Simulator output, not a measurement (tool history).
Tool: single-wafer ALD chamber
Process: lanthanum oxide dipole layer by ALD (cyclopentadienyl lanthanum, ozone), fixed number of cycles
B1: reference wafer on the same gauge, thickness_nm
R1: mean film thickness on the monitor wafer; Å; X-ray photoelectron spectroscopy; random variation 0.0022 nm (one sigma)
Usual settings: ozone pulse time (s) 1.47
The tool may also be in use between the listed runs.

{"run": 1, "day": 0.0, "ozone pulse time (s)": 1.47, "B1": 0.624, "R1": 5.54}
{"run": 2, "day": 3.717, "ozone pulse time (s)": 1.18, "B1": 0.625, "R1": 5.1}
{"run": 3, "day": 6.575, "ozone pulse time (s)": 1.18, "B1": 0.625, "R1": 5.12}
{"run": 4, "day": 10.192, "ozone pulse time (s)": 1.78, "B1": 0.626, "R1": 5.73}
{"run": 5, "day": 14.479, "ozone pulse time (s)": 1.78, "B1": 0.625, "R1": 5.75}
{"run": 6, "day": 16.254, "ozone pulse time (s)": 1.78, "B1": 0.625, "R1": 5.78}
{"run": 7, "day": 19.454, "ozone pulse time (s)": 1.47, "B1": 0.625, "R1": 5.47}
{"run": 8, "day": 23.804, "ozone pulse time (s)": 1.47, "B1": 0.625, "R1": 5.46}
{"run": 9, "day": 26.012, "ozone pulse time (s)": 1.47, "B1": 0.625, "R1": 5.48}
{"day": 29.538, "done": "ozone generator serviced"}
{"run": 10, "day": 30.05, "ozone pulse time (s)": 1.02, "B1": 0.624, "R1": 5.11}
{"run": 11, "day": 33.871, "ozone pulse time (s)": 1.02, "B1": 0.626, "R1": 5.03}
{"run": 12, "day": 37.125, "ozone pulse time (s)": 1.81, "B1": 0.625, "R1": 5.88}
{"run": 13, "day": 47.362, "ozone pulse time (s)": 1.47, "B1": 0.625, "R1": 5.59}
{"day": 49.896, "done": "thermocouple changed; heater temperature recalibrated"}
{"day": 50.704, "done": "gauge calibrated"}
{"run": 14, "day": 51.583, "ozone pulse time (s)": 1.47, "B1": 0.625, "R1": 5.59}
{"day": 52.921, "done": "showerhead replaced"}
{"run": 15, "day": 54.079, "ozone pulse time (s)": 1.15, "B1": 0.625, "R1": 5.12}
{"run": 16, "day": 57.708, "ozone pulse time (s)": 1.95, "B1": 0.626, "R1": 5.87}
{"run": 17, "day": 59.542, "ozone pulse time (s)": 1.77, "B1": 0.626, "R1": 5.81}
{"run": 18, "day": 61.308, "ozone pulse time (s)": 1.8, "B1": 0.625, "R1": 5.8}
{"run": 19, "day": 63.538, "ozone pulse time (s)": 1.47, "B1": 0.625, "R1": 5.53}
{"run": 20, "day": 65.925, "ozone pulse time (s)": 2.02, "B1": 0.624, "R1": 5.85}
{"run": 21, "day": 70.358, "ozone pulse time (s)": 2.05, "B1": 0.625, "R1": 5.91}
{"run": 22, "day": 73.238, "ozone pulse time (s)": 1.98, "B1": 0.626, "R1": 5.84}
{"run": 23, "day": 76.3, "ozone pulse time (s)": 1.29, "B1": 0.626, "R1": 5.26}
{"run": 24, "day": 79.908, "ozone pulse time (s)": 1.91, "B1": 0.625, "R1": 5.8}
{"run": 25, "day": 83.542, "ozone pulse time (s)": 1.47, "B1": 0.626, "R1": 5.48}
{"run": 26, "day": 86.646, "ozone pulse time (s)": 1.47, "B1": 0.624, "R1": 5.45}
{"run": 27, "day": 88.767, "ozone pulse time (s)": 1.68, "B1": 0.625, "R1": 5.63}
{"run": 28, "day": 92.025, "ozone pulse time (s)": 1.3, "B1": 0.625, "R1": 5.2}
{"run": 29, "day": 93.954, "ozone pulse time (s)": 1.92, "B1": 0.625, "R1": 5.8}

3 ways to go on from here, each from the tool as it stands after run 29. What would each give?
{"run": "A", "day": 93.971, "ozone pulse time (s)": 1.88, "B1": "?", "R1": "?"}
{"run": "B", "day": 93.971, "ozone pulse time (s)": 1.84, "B1": "?", "R1": "?"}
{"run": "C", "day": 93.971, "ozone pulse time (s)": 1.65, "B1": "?", "R1": "?"}

run=A B1=0.624 R1=5.8
run=B B1=0.624 R1=5.77
run=C B1=0.624 R1=5.64
Without the tool's hidden state the same runs would have given:
run=A R1=5.97
run=B R1=5.95
run=C R1=5.88

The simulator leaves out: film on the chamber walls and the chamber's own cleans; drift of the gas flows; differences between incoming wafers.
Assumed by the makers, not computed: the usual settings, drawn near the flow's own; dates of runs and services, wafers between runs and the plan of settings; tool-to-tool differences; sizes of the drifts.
